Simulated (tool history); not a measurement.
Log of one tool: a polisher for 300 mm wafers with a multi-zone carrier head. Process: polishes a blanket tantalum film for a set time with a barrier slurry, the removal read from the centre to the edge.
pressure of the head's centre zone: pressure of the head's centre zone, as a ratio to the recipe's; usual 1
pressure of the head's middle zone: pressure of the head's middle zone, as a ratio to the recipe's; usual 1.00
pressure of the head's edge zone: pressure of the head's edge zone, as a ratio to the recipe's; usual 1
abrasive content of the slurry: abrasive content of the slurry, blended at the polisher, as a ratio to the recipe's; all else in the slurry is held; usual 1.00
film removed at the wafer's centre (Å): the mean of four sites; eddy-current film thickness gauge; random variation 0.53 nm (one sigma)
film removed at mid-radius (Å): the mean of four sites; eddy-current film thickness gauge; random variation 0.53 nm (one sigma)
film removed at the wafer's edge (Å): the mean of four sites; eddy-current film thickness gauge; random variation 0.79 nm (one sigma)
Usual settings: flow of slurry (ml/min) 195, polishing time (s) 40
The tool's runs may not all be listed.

run    day  flow of slurry (ml/min)  pressure of the head's centre zone  pressure of the head's middle zone  pressure of the head's edge zone  abrasive content of the slurry  polishing time (s)  incoming thickness of the incoming film, nm  film removed at the wafer's centre (Å)  film removed at mid-radius (Å)  film removed at the wafer's edge (Å)
  1  0.000                      195                                   1                                1.00                                 1                            1.00                  40                                        221.4                                     831                             830                                   834
     0.704  -- worn pad replaced by a new one
  2  0.725                      195                                   1                                1.00                                 1                            1.00                  40                                        219.3                                     879                             854                                   861
  3  1.300                      195                                   1                                1.00                                 1                            1.00                  40                                        217.8                                     852                             832                                   841
  4  1.933                      195                                   1                                1.00                                 1                            1.00                  40                                        218.3                                     834                             815                                   822
  5  2.267                      195                                   1                                1.05                                 1                            1.00                  40                                        223.2                                     828                             849                                   821
     3.029  -- centre zone pressure recalibrated
     3.050  -- carrier head's membrane replaced by a new one
     3.125  -- worn pad replaced by a new one
  6  3.146                      195                                   1                                1.00                                 1                            1.00                  40                                        220.5                                     775                             774                                   784
     3.592  -- slurry nozzle cleaned
  7  3.717                      195                                   1                                1.00                                 1                            1.00                  40                                        220.7                                     766                             748                                   747
     4.458  -- edge zone pressure recalibrated
     4.512  -- worn pad replaced by a new one, repeated, since the last time left the tool worse
  8  5.838                      195                                   1                                1.00                                 1                            0.75                  40                                        217.2                                     795                             780                                   783
  9  6.408                      195                                   1                                1.00                                 1                            1.00                  53                                        218.9                                    1102                            1081                                  1101
     6.621  -- worn pad replaced by a new one
 10  7.054                      195                                   1                                1.00                                 1                            1.00                  28                                        219.0                                     598                             590                                   589
 11  7.671                      195                                   1                                1.00                                 1                            1.00                  40                                        222.2                                     837                             834                                   826

Run 12 comes next. What will it give?
 12  8.275                      195                                   1                                1.00                                 1                            1.00                  40                                        218.7                                       ?                               ?                                     ?

{"run 12": {"film removed at the wafer's centre (Å)": 840, "film removed at mid-radius (Å)": 823, "film removed at the wafer's edge (Å)": 837}}
Without the tool's hidden state the same run would have given film removed at the wafer's centre (Å) 888, film removed at mid-radius (Å) 870, film removed at the wafer's edge (Å) 885.
